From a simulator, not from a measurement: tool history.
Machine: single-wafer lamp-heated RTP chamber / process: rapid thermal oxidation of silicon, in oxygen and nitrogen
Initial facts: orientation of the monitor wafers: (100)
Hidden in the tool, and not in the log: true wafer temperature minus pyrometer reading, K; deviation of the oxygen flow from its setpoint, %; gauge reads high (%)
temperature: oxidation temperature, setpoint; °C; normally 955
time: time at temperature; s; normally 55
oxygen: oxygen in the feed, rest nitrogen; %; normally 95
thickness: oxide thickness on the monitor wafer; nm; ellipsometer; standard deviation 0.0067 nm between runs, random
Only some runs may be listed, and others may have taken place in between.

run	hour	temperature	time	oxygen	wafers since the last listed run	wafers since the last pyrometer calibration	hours since the oxygen flow controller was replaced	hours since the gauge calibration	read-back reference wafer on the same gauge, thickness	thickness
1	0.0	945	42	95	0	1668	3065.0	1540.3	5.211	3.813
2	90.3	945	42	95	853	2522	3155.3	1630.6	5.212	3.818
3	128.1	945	42	95	357	2879	3193.1	1668.4	5.209	3.836
4	166.0	973	55	79	358	3237	3231.0	1706.3	5.208	4.875
5	266.4	973	55	79	949	4187	3331.4	1806.7	5.208	4.888
# hour 338.9: pyrometer window cleaned and pyrometer calibrated
6	339.4	943	55	98	614	5	3404.4	1879.7	5.211	4.182
7	410.1	955	40	95	668	673	3475.1	1950.4	5.211	3.987
8	477.5	955	55	87	637	1310	3542.5	2017.8	5.212	4.396
9	525.4	955	55	87	452	1763	3590.4	2065.7	5.213	4.411
10	627.8	955	55	87	968	2731	3692.8	2168.1	5.207	4.417
11	731.6	955	55	95	981	3713	3796.6	2271.9	5.209	4.550
12	776.8	955	55	95	427	4140	3841.8	2317.1	5.210	4.563
# hour 841.6: pyrometer window cleaned and pyrometer calibrated
13	873.9	955	55	95	842	305	3938.9	2414.2	5.212	4.485
14	926.2	955	55	98	494	799	3991.2	2466.5	5.210	4.528
15	1027.4	955	55	98	956	1756	4092.4	2567.7	5.214	4.550
16	1272.9	965	55	95	2320	4077	4337.9	2813.2	5.210	4.884
# hour 1313.4: gauge calibrated
17	1324.8	965	55	95	490	4568	4389.8	11.4	5.209	4.881
18	1380.9	967	55	71	530	5098	4445.9	67.5	5.212	4.531
19	1431.1	925	67	98	474	5573	4496.1	117.7	5.210	4.044
# hour 1449.1: pyrometer window cleaned and pyrometer calibrated
20	1526.8	974	70	80	829	734	4591.8	213.4	5.210	5.394
21	1627.2	935	48	98	949	1683	4692.2	313.8	5.212	3.784
22	1680.8	969	55	69	506	2190	4745.8	367.4	5.208	4.508
23	1747.1	955	55	95	626	2817	4812.1	433.7	5.214	4.512
24	1810.6	955	40	95	600	3417	4875.6	497.2	5.210	4.002
25	1865.5	930	48	78	519	3936	4930.5	552.1	5.213	3.482
# hour 1933.9: oxygen flow controller replaced
26	1943.3	955	55	95	659	4596	9.4	629.9	5.210	4.539
27	1988.6	939	46	66	428	5025	54.7	675.2	5.210	3.490
# hour 2078.4: pyrometer window cleaned and pyrometer calibrated
28	2188.1	955	34	95	1810	1037	254.2	874.7	5.213	3.750
29	2237.6	955	55	74	467	1505	303.7	924.2	5.208	4.183
30	2333.9	979	33	76	910	2415	400.0	1020.5	5.212	4.073
31	2405.8	938	63	95	679	3095	471.9	1092.4	5.213	4.243
32	2471.0	973	47	80	616	3711	537.1	1157.6	5.210	4.571
33	2573.4	966	31	65	968	4679	639.5	1260.0	5.212	3.547
# hour 2610.2: pyrometer window cleaned and pyrometer calibrated
34	2658.4	927	34	98	727	455	724.5	1345.0	5.213	3.209
35	2750.2	955	55	86	867	1323	816.3	1436.8	5.211	4.358

Each row is a separate what-if for the run after 35, all from the same tool condition, not one after another. Results?
A	2750.7	955	77	95	4	1328	816.8	1437.3	?	?
B	2750.7	981	69	95	4	1328	816.8	1437.3	?	?
C	2750.7	946	74	73	4	1328	816.8	1437.3	?	?
D	2750.7	955	55	80	4	1328	816.8	1437.3	?	?
E	2750.7	938	78	95	4	1328	816.8	1437.3	?	?

run	read-back reference wafer on the same gauge, thickness	thickness
A	5.211	5.167
B	5.211	5.978
C	5.211	4.390
D	5.211	4.271
E	5.211	4.589
With no hidden state in the tool, these same runs would have given:
run	thickness
A	5.142
B	5.948
C	4.370
D	4.252
E	4.568
